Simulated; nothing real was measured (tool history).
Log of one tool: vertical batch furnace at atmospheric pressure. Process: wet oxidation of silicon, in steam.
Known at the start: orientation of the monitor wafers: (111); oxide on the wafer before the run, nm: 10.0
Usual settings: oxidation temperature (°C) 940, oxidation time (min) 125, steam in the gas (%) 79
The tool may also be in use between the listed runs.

run	hour	oxidation temperature (°C)	oxidation time (min)	steam in the gas (%)	wafers since the last listed run	hours since the last temperature calibration	hours since the steam generator was serviced	hours since the gauge calibration	read-back reference wafer on the same gauge, thickness	oxide thickness on the monitor wafer (Å)
1	0	940	125	87	0	144.4	361.6	1883.4	426.92	4403.7
2	57.5	940	76.5	86	531	201.9	419.1	1940.9	427.1	3143.8
3	126.8	940	125	79	640	271.2	488.4	2010.2	426.93	4119.8
4	190.7	940	125	79	590	335.1	552.3	2074.1	426.85	4133.4
5	284.3	940	125	79	864	428.7	645.9	2167.7	426.96	4112.3
6	383.7	940	125	84	918	528.1	745.3	2267.1	426.74	4296.5
7	428.8	940	125	84	416	573.2	790.4	2312.2	426.85	4294.4
8	724.8	940	125	84	2735	869.2	1086.4	2608.2	426.95	4277
9	977.6	940	140	79	2335	1122	1339.2	2861	427.35	4431.5
# hour 1059.9: steam generator serviced
10	1060.4	940	125	79	543	1204.8	0.5	2943.8	427.25	4217.5
11	1129.2	940	125	79	635	1273.6	69.3	3012.6	426.99	4193.7
12	1215.8	940	125	79	800	1360.2	155.9	3099.2	427.12	4200.1
13	1322	940	125	79	981	1466.4	262.1	3205.4	426.96	4186.4
14	1415.3	940	125	79	862	1559.7	355.4	3298.7	427.08	4189.5
15	1461.3	955	125	79	425	1605.7	401.4	3344.7	427.12	4624.6
16	1547.9	955	125	79	800	1692.3	488	3431.3	427.2	4627.8
17	1613.1	940	125	79	602	1757.5	553.2	3496.5	427.12	4184.7
# hour 1718.2: thermocouples replaced and temperature profile calibrated
18	1718.9	929	101	82	755	0.7	659	3602.3	427.25	3397.7
19	1768.7	930	180.5	91	460	50.5	708.8	3652.1	426.87	5395.1
20	1848.3	922	100.5	74	735	130.1	788.4	3731.7	427.01	2970
21	1936.7	923	154	79	816	218.5	876.8	3820.1	426.8	4195.9
22	2022.3	923	154	79	790	304.1	962.4	3905.7	427.19	4211
23	2124.1	925	125	69	940	405.9	1064.2	4007.5	427.05	3368.5
# hour 2126.4: gauge calibrated
24	2221.2	956	125	86	897	503	1161.3	94.8	427.12	4824.7
25	2312.9	940	125	88	847	594.7	1253	186.5	426.94	4405.4
# hour 2404.3: steam generator serviced
26	2404.8	940	125	79	627	686.6	0.5	278.4	426.86	4189.7
27	2444.5	940	125	79	366	726.3	40.2	318.1	427.11	4181.1
28	2501	940	103.5	84	522	782.8	96.7	374.6	426.77	3844
29	2664.9	940	89.5	71	1514	946.7	260.6	538.5	427.08	3088
30	2708.7	940	99.5	70	404	990.5	304.4	582.3	427.02	3295.8
31	2791.6	940	125	79	765	1073.4	387.3	665.2	427.09	4142.4
32	2848.7	940	125	79	527	1130.5	444.4	722.3	427	4150.6
33	2929.3	940	125	68	744	1211.1	525	802.9	426.96	3755.1
34	3028.5	927	125	88	916	1310.3	624.2	902.1	427.06	4084

Some steps in oxide thickness on the monitor wafer (Å) between neighbouring runs. How much of each would the tool show without its hidden state too (settings, what came in, random variation), and how much is left for the hidden state, with any gauge scatter that isn't in both results?
The hidden state here: true tube temperature minus thermocouple reading, K; steam share off its setpoint, % of the setpoint; gauge reads high (%).
Run 9 -> 10: oxidation time (min) 140 -> 125, steam generator serviced. oxide thickness on the monitor wafer (Å) -214: hidden state +100.7, all else -314.7.
Run 17 -> 18: oxidation temperature (°C) 940 -> 929, oxidation time (min) 125 -> 101, steam in the gas (%) 79 -> 82, thermocouples replaced and temperature profile calibrated. oxide thickness on the monitor wafer (Å) -787: hidden state -49.4, all else -737.6.
Run 18 -> 19: oxidation temperature (°C) 929 -> 930, oxidation time (min) 101 -> 180.5, steam in the gas (%) 82 -> 91. oxide thickness on the monitor wafer (Å) +1997.4: hidden state -30.8, all else +2028.2.
Run 19 -> 20: oxidation temperature (°C) 930 -> 922, oxidation time (min) 180.5 -> 100.5, steam in the gas (%) 91 -> 74. oxide thickness on the monitor wafer (Å) -2425.1: hidden state +32.4, all else -2457.5.
Run 23 -> 24: oxidation temperature (°C) 925 -> 956, steam in the gas (%) 69 -> 86, gauge calibrated. oxide thickness on the monitor wafer (Å) +1456.2: hidden state -21.4, all else +1477.6.
Run 25 -> 26: steam in the gas (%) 88 -> 79, steam generator serviced. oxide thickness on the monitor wafer (Å) -215.7: hidden state +82.5, all else -298.2.
